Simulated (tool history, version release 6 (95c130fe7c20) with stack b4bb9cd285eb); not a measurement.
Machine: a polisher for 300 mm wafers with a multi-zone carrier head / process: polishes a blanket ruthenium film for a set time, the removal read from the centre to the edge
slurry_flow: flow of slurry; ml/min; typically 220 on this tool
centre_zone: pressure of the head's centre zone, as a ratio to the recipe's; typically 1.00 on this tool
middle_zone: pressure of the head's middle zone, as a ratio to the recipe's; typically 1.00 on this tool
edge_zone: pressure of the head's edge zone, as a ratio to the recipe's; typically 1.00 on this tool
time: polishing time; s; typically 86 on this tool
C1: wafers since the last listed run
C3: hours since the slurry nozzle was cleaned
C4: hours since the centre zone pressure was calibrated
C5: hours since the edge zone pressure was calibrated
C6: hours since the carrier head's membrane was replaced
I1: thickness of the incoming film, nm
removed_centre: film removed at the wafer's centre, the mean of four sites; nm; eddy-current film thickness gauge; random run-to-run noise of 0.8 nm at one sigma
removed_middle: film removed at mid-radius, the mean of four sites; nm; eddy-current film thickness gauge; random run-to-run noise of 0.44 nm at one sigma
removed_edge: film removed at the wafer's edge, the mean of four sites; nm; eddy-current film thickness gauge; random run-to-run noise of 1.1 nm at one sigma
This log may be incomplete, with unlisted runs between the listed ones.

Run 1, hour 0.0: usual settings; C1 0; wafers polished on this pad 151; C3 21.6; C4 1304.1; C5 125.1; C6 5.4; I1 443.7. Result: removed_centre 66.7 nm, removed_middle 68.5 nm, removed_edge 70.0 nm.
Run 2, hour 15.3: usual settings but edge_zone 1.12; C1 140; wafers polished on this pad 291; C3 36.9; C4 1319.4; C5 140.4; C6 20.7; I1 432.4. Result: removed_centre 66.8 nm, removed_middle 67.5 nm, removed_edge 75.5 nm.
Run 3, hour 29.3: usual settings but slurry_flow 185 ml/min, centre_zone 1.04, middle_zone 0.92, time 98 s; C1 128; wafers polished on this pad 419; C3 50.9; C4 1333.4; C5 154.4; C6 34.7; I1 440.8. Result: removed_centre 78.7 nm, removed_middle 70.5 nm, removed_edge 79.9 nm.
Run 4, hour 47.1: usual settings but slurry_flow 280 ml/min, middle_zone 1.11, edge_zone 1.04; C1 162; wafers polished on this pad 582; C3 68.7; C4 1351.2; C5 172.2; C6 52.5; I1 436.5. Result: removed_centre 66.2 nm, removed_middle 72.1 nm, removed_edge 71.8 nm.
Run 5, hour 57.4: usual settings but centre_zone 0.95, edge_zone 1.05, time 110 s; C1 94; wafers polished on this pad 676; C3 79.0; C4 1361.5; C5 182.5; C6 62.8; I1 440.2. Result: removed_centre 78.9 nm, removed_middle 83.1 nm, removed_edge 91.0 nm.
Run 6, hour 69.8: usual settings but centre_zone 0.94, middle_zone 0.93; C1 113; wafers polished on this pad 790; C3 91.4; C4 1373.9; C5 194.9; C6 75.2; I1 431.4. Result: removed_centre 59.4 nm, removed_middle 61.6 nm, removed_edge 67.0 nm.
Run 7, hour 79.1: usual settings; C1 85; wafers polished on this pad 875; C3 100.7; C4 1383.2; C5 204.2; C6 84.5; I1 440.2. Result: removed_centre 63.7 nm, removed_middle 64.7 nm, removed_edge 67.3 nm.
Run 8, hour 90.2: usual settings but middle_zone 1.09; C1 101; wafers polished on this pad 976; C3 111.8; C4 1394.3; C5 215.3; C6 95.6; I1 442.6. Result: removed_centre 62.6 nm, removed_middle 67.9 nm, removed_edge 67.4 nm.
At hour 96.5: worn pad replaced by a new one.
Run 9, hour 102.9: usual settings but slurry_flow 245 ml/min, centre_zone 1.11, middle_zone 0.91, time 73 s; C1 79; wafers polished on this pad 58; C3 124.5; C4 1407.0; C5 228.0; C6 108.3; I1 438.8. Result: removed_centre 64.1 nm, removed_middle 56.0 nm, removed_edge 63.7 nm.
Run 10, hour 120.0: usual settings but centre_zone 0.92; C1 156; wafers polished on this pad 214; C3 141.6; C4 1424.1; C5 245.1; C6 125.4; I1 446.2. Result: removed_centre 63.2 nm, removed_middle 69.6 nm, removed_edge 73.2 nm.
Run 11, hour 140.7: usual settings but slurry_flow 160 ml/min; C1 189; wafers polished on this pad 404; C3 162.3; C4 1444.8; C5 265.8; C6 146.1; I1 437.2. Result: removed_centre 65.1 nm, removed_middle 67.2 nm, removed_edge 71.3 nm.
Run 12, hour 157.3: usual settings but middle_zone 1.06, edge_zone 0.92; C1 151; wafers polished on this pad 556; C3 178.9; C4 1461.4; C5 282.4; C6 162.7; I1 447.7. Result: removed_centre 65.1 nm, removed_middle 69.8 nm, removed_edge 68.2 nm.
At hour 161.9: centre zone pressure recalibrated.
At hour 164.1: edge zone pressure recalibrated.
Run 13, hour 167.4: usual settings but slurry_flow 175 ml/min, centre_zone 1.05, middle_zone 0.90, time 75 s; C1 55; wafers polished on this pad 612; C3 189.0; C4 5.5; C5 3.3; C6 172.8; I1 433.9. Result: removed_centre 59.1 nm, removed_middle 53.1 nm, removed_edge 61.1 nm.
Run 14, hour 185.4: usual settings; C1 164; wafers polished on this pad 777; C3 207.0; C4 23.5; C5 21.3; C6 190.8; I1 446.5. Result: removed_centre 65.4 nm, removed_middle 65.5 nm, removed_edge 69.4 nm.
Run 15, hour 197.2: usual settings but middle_zone 1.03; C1 108; wafers polished on this pad 885; C3 218.8; C4 35.3; C5 33.1; C6 202.6; I1 440.6. Result: removed_centre 63.8 nm, removed_middle 66.2 nm, removed_edge 68.8 nm.
Run 16, hour 211.3: usual settings; C1 129; wafers polished on this pad 1014; C3 232.9; C4 49.4; C5 47.2; C6 216.7; I1 432.6. Result: removed_centre 61.8 nm, removed_middle 64.4 nm, removed_edge 67.9 nm.
At hour 216.1: worn pad replaced by a new one.
Run 17, hour 220.1: usual settings; C1 43; wafers polished on this pad 36; C3 241.7; C4 58.2; C5 56.0; C6 225.5; I1 436.4. Result: removed_centre 67.9 nm, removed_middle 69.7 nm, removed_edge 74.1 nm.
Run 18, hour 229.2: usual settings but middle_zone 1.10, edge_zone 1.08; C1 83; wafers polished on this pad 119; C3 250.8; C4 67.3; C5 65.1; C6 234.6; I1 431.7. Result: removed_centre 69.1 nm, removed_middle 74.2 nm, removed_edge 75.5 nm.
Run 19, hour 237.3: usual settings; C1 74; wafers polished on this pad 193; C3 258.9; C4 75.4; C5 73.2; C6 242.7; I1 431.4. Result: removed_centre 68.1 nm, removed_middle 68.6 nm, removed_edge 72.4 nm.
Run 20, hour 246.0: usual settings but slurry_flow 260 ml/min, middle_zone 1.05; C1 79; wafers polished on this pad 273; C3 267.6; C4 84.1; C5 81.9; C6 251.4; I1 441.4. Result: removed_centre 68.1 nm, removed_middle 71.6 nm, removed_edge 73.2 nm.
Run 21, hour 267.7: usual settings but centre_zone 1.06, middle_zone 1.06; C1 198; wafers polished on this pad 472; C3 289.3; C4 105.8; C5 103.6; C6 273.1; I1 442.5. Result: removed_centre 70.0 nm, removed_middle 70.1 nm, removed_edge 69.6 nm.
Run 22, hour 281.5: usual settings but slurry_flow 270 ml/min, centre_zone 0.89, middle_zone 1.07, time 77 s; C1 126; wafers polished on this pad 598; C3 303.1; C4 119.6; C5 117.4; C6 286.9; I1 435.5. Result: removed_centre 53.8 nm, removed_middle 62.8 nm, removed_edge 63.9 nm.
Run 23, hour 291.2: usual settings but edge_zone 1.07, time 78 s; C1 88; wafers polished on this pad 687; C3 312.8; C4 129.3; C5 127.1; C6 296.6; I1 438.5. Result: removed_centre 58.1 nm, removed_middle 59.4 nm, removed_edge 66.0 nm.

For each entry between runs, how does the tool's hidden state at the last listed run before it compare with that at the first listed run after it?
Between runs 8 and 9: worn pad replaced by a new one (hour 96.5)
  removal rate lost through wear of the pad, %: 9.7 -> 0.573
  what was measured, less what the result would be without the hidden state, removed_centre: -6.7 -> -0.4 nm; removed_middle: -7.3 -> -0.3 nm; removed_edge: -7.3 -> -0.4 nm
Between runs 12 and 13: centre zone pressure recalibrated (hour 161.9); edge zone pressure recalibrated (hour 164.1)
  removal rate lost through wear of the pad, %: 4.59 -> 5.33
  what was measured, less what the result would be without the hidden state, removed_centre: -3.2 -> -3.4 nm; removed_middle: -3.3 -> -3.0 nm; removed_edge: -3.3 -> -3.5 nm
Between runs 16 and 17: worn pad replaced by a new one (hour 216.1)
  removal rate lost through wear of the pad, %: 8.58 -> 0.729
  what was measured, less what the result would be without the hidden state, removed_centre: -5.8 -> -0.5 nm; removed_middle: -6.0 -> -0.5 nm; removed_edge: -6.4 -> -0.5 nm
